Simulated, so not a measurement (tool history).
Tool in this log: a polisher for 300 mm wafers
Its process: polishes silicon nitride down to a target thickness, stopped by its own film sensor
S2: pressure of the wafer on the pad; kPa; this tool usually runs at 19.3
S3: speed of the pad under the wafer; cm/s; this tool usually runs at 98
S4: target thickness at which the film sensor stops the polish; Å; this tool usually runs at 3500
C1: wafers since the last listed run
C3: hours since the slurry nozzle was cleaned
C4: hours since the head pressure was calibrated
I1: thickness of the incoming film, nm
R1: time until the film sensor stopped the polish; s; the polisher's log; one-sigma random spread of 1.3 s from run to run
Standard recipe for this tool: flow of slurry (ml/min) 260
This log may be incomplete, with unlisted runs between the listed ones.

Run 1, hour 0: usual settings; C1 0; wafers polished on this pad 295; C3 134.2; C4 476; I1 451.5. Result: R1 68.9 s.
Run 2, hour 14.6: usual settings; C1 71; wafers polished on this pad 367; C3 148.8; C4 490.6; I1 455.9. Result: R1 70.2 s.
Run 3, hour 37.2: usual settings; C1 110; wafers polished on this pad 477; C3 171.4; C4 513.2; I1 459.7. Result: R1 74.9 s.
Run 4, hour 43.5: usual settings; C1 30; wafers polished on this pad 508; C3 177.7; C4 519.5; I1 468.2. Result: R1 79 s.
Run 5, hour 60.6: usual settings; C1 83; wafers polished on this pad 591; C3 194.8; C4 536.6; I1 462.1. Result: R1 73 s.
Run 6, hour 74.1: usual settings; C1 65; wafers polished on this pad 657; C3 208.3; C4 550.1; I1 460.5. Result: R1 73.5 s.
Run 7, hour 82.4: usual settings but flow of slurry (ml/min) 210, S2 15.9 kPa; C1 40; wafers polished on this pad 698; C3 216.6; C4 558.4; I1 455.4. Result: R1 91 s.
At hour 92.6: worn pad replaced by a new one.
At hour 128.3: slurry nozzle cleaned.
Run 8, hour 128.8: usual settings but S4 3420 Å; C1 202; wafers polished on this pad 172; C3 0.5; C4 604.8; I1 470.7. Result: R1 76.4 s.
At hour 149.7: head pressure recalibrated.
Run 9, hour 163.1: usual settings but flow of slurry (ml/min) 280, S3 82 cm/s; C1 157; wafers polished on this pad 329; C3 34.8; C4 13.4; I1 456.6. Result: R1 86.7 s.
Run 10, hour 178.7: usual settings but flow of slurry (ml/min) 280, S3 82 cm/s; C1 76; wafers polished on this pad 405; C3 50.4; C4 29; I1 460.7. Result: R1 86.3 s.
Run 11, hour 195.3: usual settings but flow of slurry (ml/min) 280, S3 82 cm/s; C1 81; wafers polished on this pad 486; C3 67; C4 45.6; I1 460.3. Result: R1 91.1 s.
Run 12, hour 202.8: usual settings but flow of slurry (ml/min) 230; C1 36; wafers polished on this pad 523; C3 74.5; C4 53.1; I1 465.4. Result: R1 82.7 s.
Run 13, hour 219.3: usual settings but flow of slurry (ml/min) 230; C1 80; wafers polished on this pad 604; C3 91; C4 69.6; I1 455.4. Result: R1 76.1 s.
Run 14, hour 228.8: usual settings but S3 120 cm/s, S4 3400 Å; C1 46; wafers polished on this pad 650; C3 100.5; C4 79.1; I1 455.8. Result: R1 67.9 s.
At hour 244.7: worn pad replaced by a new one.
Run 15, hour 245.2: usual settings; C1 60; wafers polished on this pad 2; C3 116.9; C4 95.5; I1 467.8. Result: R1 83.9 s.
Run 16, hour 263.7: usual settings but S4 3730 Å; C1 90; wafers polished on this pad 92; C3 135.4; C4 114; I1 463.3. Result: R1 65.6 s.
Run 17, hour 278: usual settings; C1 69; wafers polished on this pad 162; C3 149.7; C4 128.3; I1 460.3. Result: R1 78.1 s.
Run 18, hour 292: usual settings but flow of slurry (ml/min) 220; C1 68; wafers polished on this pad 230; C3 163.7; C4 142.3; I1 464. Result: R1 86.8 s.
Run 19, hour 308.6: usual settings but S2 25.5 kPa, S4 3290 Å; C1 81; wafers polished on this pad 311; C3 180.3; C4 158.9; I1 467.1. Result: R1 76.1 s.
Run 20, hour 315.6: usual settings but S2 13.8 kPa, S3 116 cm/s, S4 3770 Å; C1 34; wafers polished on this pad 345; C3 187.3; C4 165.9; I1 466.8. Result: R1 78.5 s.

Run 21 has not been measured yet. What should we expect?
Run 21, hour 333.5: usual settings but flow of slurry (ml/min) 285, S2 26.2 kPa; C1 87; wafers polished on this pad 433; C3 205.2; C4 183.8; I1 465.2. Result: R1 ?.

{"run 21": {"R1": 59.8}}
With the hidden condition absent and the run-to-run variation left alone, this run would have shown R1 55.9 s.
